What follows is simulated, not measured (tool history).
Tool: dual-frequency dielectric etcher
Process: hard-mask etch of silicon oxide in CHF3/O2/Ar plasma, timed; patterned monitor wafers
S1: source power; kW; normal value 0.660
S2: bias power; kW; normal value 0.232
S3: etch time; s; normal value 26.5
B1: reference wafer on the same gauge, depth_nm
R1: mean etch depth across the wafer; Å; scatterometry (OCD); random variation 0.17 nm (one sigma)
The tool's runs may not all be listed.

run 1 hour=0.0 | S1=0.710 S2=0.232 S3=26.5 | B1=55.2 | R1=603
run 2 hour=26.2 | S1=0.660 S2=0.232 S3=26.5 | B1=55.3 | R1=590
run 3 hour=51.7 | S1=0.660 S2=0.232 S3=26.5 | B1=55.2 | R1=590
run 4 hour=78.5 | S1=0.660 S2=0.188 S3=26.5 | B1=55.3 | R1=570
run 5 hour=101.4 | S1=0.660 S2=0.188 S3=26.5 | B1=55.3 | R1=568
run 6 hour=121.7 | S1=0.660 S2=0.232 S3=26.5 | B1=55.4 | R1=594
run 7 hour=146.1 | S1=0.570 S2=0.232 S3=22.5 | B1=55.3 | R1=482
-- hour=160.6 source power generator calibrated
run 8 hour=172.3 | S1=0.570 S2=0.232 S3=22.5 | B1=55.2 | R1=483
run 9 hour=197.1 | S1=0.550 S2=0.232 S3=26.5 | B1=55.3 | R1=562
-- hour=213.6 bias power generator calibrated
run 10 hour=223.8 | S1=0.550 S2=0.232 S3=26.5 | B1=55.2 | R1=568
run 11 hour=241.4 | S1=0.660 S2=0.232 S3=26.5 | B1=55.3 | R1=599
run 12 hour=269.4 | S1=0.660 S2=0.232 S3=26.5 | B1=55.4 | R1=600
run 13 hour=284.5 | S1=0.660 S2=0.232 S3=26.5 | B1=55.2 | R1=598
run 14 hour=319.2 | S1=0.660 S2=0.195 S3=22.0 | B1=55.3 | R1=480
-- hour=351.0 upper electrode replaced
-- hour=372.7 wet clean of the chamber
run 15 hour=373.2 | S1=0.660 S2=0.232 S3=26.5 | B1=55.3 | R1=580
run 16 hour=373.5 | S1=0.660 S2=0.262 S3=21.0 | B1=55.3 | R1=471
run 17 hour=376.3 | S1=0.660 S2=0.232 S3=20.0 | B1=55.3 | R1=439
run 18 hour=396.3 | S1=0.730 S2=0.260 S3=26.5 | B1=55.3 | R1=612
run 19 hour=410.4 | S1=0.570 S2=0.232 S3=22.5 | B1=55.3 | R1=472
run 20 hour=434.9 | S1=0.780 S2=0.210 S3=26.5 | B1=55.3 | R1=602
run 21 hour=466.7 | S1=0.800 S2=0.189 S3=31.0 | B1=55.3 | R1=698
run 22 hour=493.7 | S1=0.780 S2=0.210 S3=26.5 | B1=55.2 | R1=603
-- hour=509.0 gauge calibrated
run 23 hour=516.9 | S1=0.660 S2=0.253 S3=33.5 | B1=55.3 | R1=747
run 24 hour=531.0 | S1=0.660 S2=0.184 S3=26.5 | B1=55.3 | R1=560
run 25 hour=553.2 | S1=0.660 S2=0.232 S3=26.5 | B1=55.2 | R1=586
run 26 hour=571.4 | S1=0.660 S2=0.287 S3=26.5 | B1=55.3 | R1=614
run 27 hour=591.8 | S1=0.660 S2=0.232 S3=26.5 | B1=55.3 | R1=590
run 28 hour=616.9 | S1=0.660 S2=0.232 S3=26.5 | B1=55.3 | R1=584
run 29 hour=649.7 | S1=0.660 S2=0.232 S3=26.5 | B1=55.3 | R1=590
run 30 hour=675.4 | S1=0.590 S2=0.232 S3=33.0 | B1=55.4 | R1=716

Below are 4 alternative next runs, each starting from the tool's condition after run 30. Predict each:
run A hour=675.8 | S1=0.660 S2=0.232 S3=26.5 | B1=? | R1=?
run B hour=675.8 | S1=0.760 S2=0.232 S3=31.0 | B1=? | R1=?
run C hour=675.8 | S1=0.660 S2=0.256 S3=32.0 | B1=? | R1=?
run D hour=675.8 | S1=0.570 S2=0.217 S3=20.5 | B1=? | R1=?

run=A B1=55.3 R1=592
run=B B1=55.3 R1=722
run=C B1=55.3 R1=729
run=D B1=55.3 R1=433
What these runs would have given with no unlogged condition in the tool:
run=A R1=582
run=B R1=711
run=C R1=717
run=D R1=426
